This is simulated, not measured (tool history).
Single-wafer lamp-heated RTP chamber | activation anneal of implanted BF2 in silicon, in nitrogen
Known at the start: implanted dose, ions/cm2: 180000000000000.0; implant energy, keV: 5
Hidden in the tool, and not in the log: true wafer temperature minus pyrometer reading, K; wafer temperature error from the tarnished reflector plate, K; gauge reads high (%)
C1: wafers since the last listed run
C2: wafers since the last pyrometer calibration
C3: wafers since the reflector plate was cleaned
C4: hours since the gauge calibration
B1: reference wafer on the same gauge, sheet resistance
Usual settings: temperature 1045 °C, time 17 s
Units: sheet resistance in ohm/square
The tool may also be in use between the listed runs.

Run 1, day 0: usual settings but temperature 1038 °C; C1 0; C2 1517; C3 4115; C4 281.1; B1 1000.78. Result: sheet resistance 850.59 ohm/square.
At day 0.754: reflector plate cleaned.
Run 2, day 1.788: usual settings; C1 712; C2 2229; C3 506; C4 324; B1 1001.35. Result: sheet resistance 846.13 ohm/square.
At day 2.454: pyrometer window cleaned and pyrometer calibrated.
Run 3, day 3.988: usual settings; C1 914; C2 751; C3 1420; C4 376.8; B1 1001.15. Result: sheet resistance 849.16 ohm/square.
Run 4, day 6.033: usual settings but temperature 1031 °C; C1 1001; C2 1753; C3 2422; C4 425.9; B1 1000.57. Result: sheet resistance 860.03 ohm/square.
At day 7.712: pyrometer window cleaned and pyrometer calibrated.
Run 5, day 8.254: usual settings; C1 924; C2 266; C3 3347; C4 479.2; B1 1002.07. Result: sheet resistance 844.34 ohm/square.
Run 6, day 10.308: usual settings; C1 1005; C2 1272; C3 4353; C4 528.5; B1 1000.45. Result: sheet resistance 844.39 ohm/square.
At day 10.692: reflector plate cleaned.
Run 7, day 11.379: usual settings; C1 361; C2 1633; C3 335; C4 554.2; B1 1001.21. Result: sheet resistance 847.54 ohm/square.
Run 8, day 12.392: usual settings but temperature 1066 °C, time 11 s; C1 495; C2 2129; C3 831; C4 578.5; B1 1000.65. Result: sheet resistance 842.89 ohm/square.
At day 13.875: pyrometer window cleaned and pyrometer calibrated.
At day 14.288: gauge calibrated.
Run 9, day 14.733: usual settings but temperature 1021 °C, time 24 s; C1 983; C2 420; C3 1815; C4 10.7; B1 1001.17. Result: sheet resistance 868.01 ohm/square.
Run 10, day 15.95: usual settings but temperature 1031 °C, time 21 s; C1 595; C2 1016; C3 2411; C4 39.9; B1 999.91. Result: sheet resistance 856.95 ohm/square.
Run 11, day 18.688: usual settings but temperature 1030 °C; C1 1340; C2 2357; C3 3751; C4 105.6; B1 1000.74. Result: sheet resistance 852.43 ohm/square.
At day 19.712: pyrometer window cleaned and pyrometer calibrated.
Run 12, day 20.704: usual settings but temperature 1074 °C; C1 824; C2 486; C3 4576; C4 154; B1 1001.41. Result: sheet resistance 819.15 ohm/square.
At day 22.704: reflector plate cleaned.
Run 13, day 22.725: usual settings but time 8 s; C1 826; C2 1312; C3 10; C4 202.5; B1 1001.42. Result: sheet resistance 888.08 ohm/square.

Run 14 comes next. What will it give?
Run 14, day 24.633: usual settings but temperature 1018 °C, time 22 s; C1 934; C2 2247; C3 944; C4 248.3; B1 ?. Result: sheet resistance ?.

Run 14 gave B1 1000.48, sheet resistance 867.26 ohm/square.
Without the tool's hidden state the same run would have given sheet resistance 889.74 ohm/square.

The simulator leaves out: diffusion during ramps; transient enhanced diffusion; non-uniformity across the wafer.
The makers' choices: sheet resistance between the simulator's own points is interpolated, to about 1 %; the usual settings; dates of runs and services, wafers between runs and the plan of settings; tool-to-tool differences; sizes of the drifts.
